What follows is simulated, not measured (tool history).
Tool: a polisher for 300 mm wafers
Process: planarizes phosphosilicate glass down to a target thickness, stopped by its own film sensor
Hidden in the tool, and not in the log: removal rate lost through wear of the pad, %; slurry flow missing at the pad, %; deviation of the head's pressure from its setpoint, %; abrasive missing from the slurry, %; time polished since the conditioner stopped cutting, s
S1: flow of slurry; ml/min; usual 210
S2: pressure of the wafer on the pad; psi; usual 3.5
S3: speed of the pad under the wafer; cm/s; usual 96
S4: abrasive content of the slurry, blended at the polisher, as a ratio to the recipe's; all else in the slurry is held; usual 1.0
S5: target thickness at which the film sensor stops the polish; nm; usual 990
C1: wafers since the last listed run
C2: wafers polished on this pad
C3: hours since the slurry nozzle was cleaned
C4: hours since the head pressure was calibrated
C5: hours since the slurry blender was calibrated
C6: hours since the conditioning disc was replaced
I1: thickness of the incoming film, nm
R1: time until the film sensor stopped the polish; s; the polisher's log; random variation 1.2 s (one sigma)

Run 1, day 0.000: usual settings; C1 0; C2 1006; C3 371.8; C4 1091.7; C5 118.7; C6 86.6; I1 1641.8. Result: R1 77.0 s.
At day 0.175: slurry blender recalibrated.
Run 2, day 0.396: usual settings; C1 89; C2 1095; C3 381.3; C4 1101.2; C5 5.3; C6 96.1; I1 1653.5. Result: R1 66.8 s.
Run 3, day 1.612: usual settings; C1 349; C2 1445; C3 410.5; C4 1130.4; C5 34.5; C6 125.3; I1 1627.0. Result: R1 69.7 s.
At day 1.850: worn pad replaced by a new one.
At day 1.929: conditioning disc replaced and pad reconditioned.
Run 4, day 2.162: usual settings; C1 86; C2 66; C3 423.7; C4 1143.6; C5 47.7; C6 5.6; I1 1638.1. Result: R1 61.8 s.
Run 5, day 2.450: usual settings but S2 3.9 psi; C1 82; C2 149; C3 430.6; C4 1150.5; C5 54.6; C6 12.5; I1 1624.9. Result: R1 57.7 s.
Run 6, day 3.008: usual settings but S4 1.1; C1 160; C2 309; C3 444.0; C4 1163.9; C5 68.0; C6 25.9; I1 1635.3. Result: R1 60.9 s.
Run 7, day 3.712: usual settings; C1 202; C2 511; C3 460.9; C4 1180.8; C5 84.9; C6 42.8; I1 1622.1. Result: R1 68.6 s.
Run 8, day 4.254: usual settings; C1 155; C2 667; C3 473.9; C4 1193.8; C5 97.9; C6 55.8; I1 1651.9. Result: R1 73.7 s.
At day 4.608: slurry blender recalibrated.
At day 4.842: head pressure recalibrated.
At day 4.892: slurry nozzle cleaned.
Run 9, day 5.246: usual settings but S1 265 ml/min, S5 835 nm; C1 224; C2 891; C3 8.5; C4 9.7; C5 15.3; C6 79.6; I1 1618.3. Result: R1 81.7 s.
Run 10, day 5.525: usual settings but S1 265 ml/min, S5 835 nm; C1 80; C2 972; C3 15.2; C4 16.4; C5 22.0; C6 86.3; I1 1644.2. Result: R1 83.1 s.
Run 11, day 6.262: usual settings; C1 211; C2 1183; C3 32.9; C4 34.1; C5 39.7; C6 104.0; I1 1617.9. Result: R1 69.5 s.
At day 6.638: worn pad replaced by a new one.
Run 12, day 6.696: usual settings but S2 3.1 psi; C1 76; C2 16; C3 43.3; C4 44.5; C5 50.1; C6 114.4; I1 1647.1. Result: R1 75.0 s.
Run 13, day 6.971: usual settings but S4 0.9, S5 924 nm; C1 78; C2 95; C3 49.9; C4 51.1; C5 56.7; C6 121.0; I1 1607.3. Result: R1 73.2 s.
At day 7.358: conditioning disc replaced and pad reconditioned.
Run 14, day 7.704: usual settings; C1 186; C2 282; C3 67.5; C4 68.7; C5 74.3; C6 8.3; I1 1614.8. Result: R1 67.7 s.

Forecast run 15:
At day 9.179: slurry blender recalibrated.
Run 15, day 9.333: usual settings; C1 443; C2 725; C3 106.6; C4 107.8; C5 3.7; C6 47.4; I1 1611.2. Result: R1 ?.

R1: 64.3 s
Without the tool's hidden state the same run would have given R1 57.4 s.
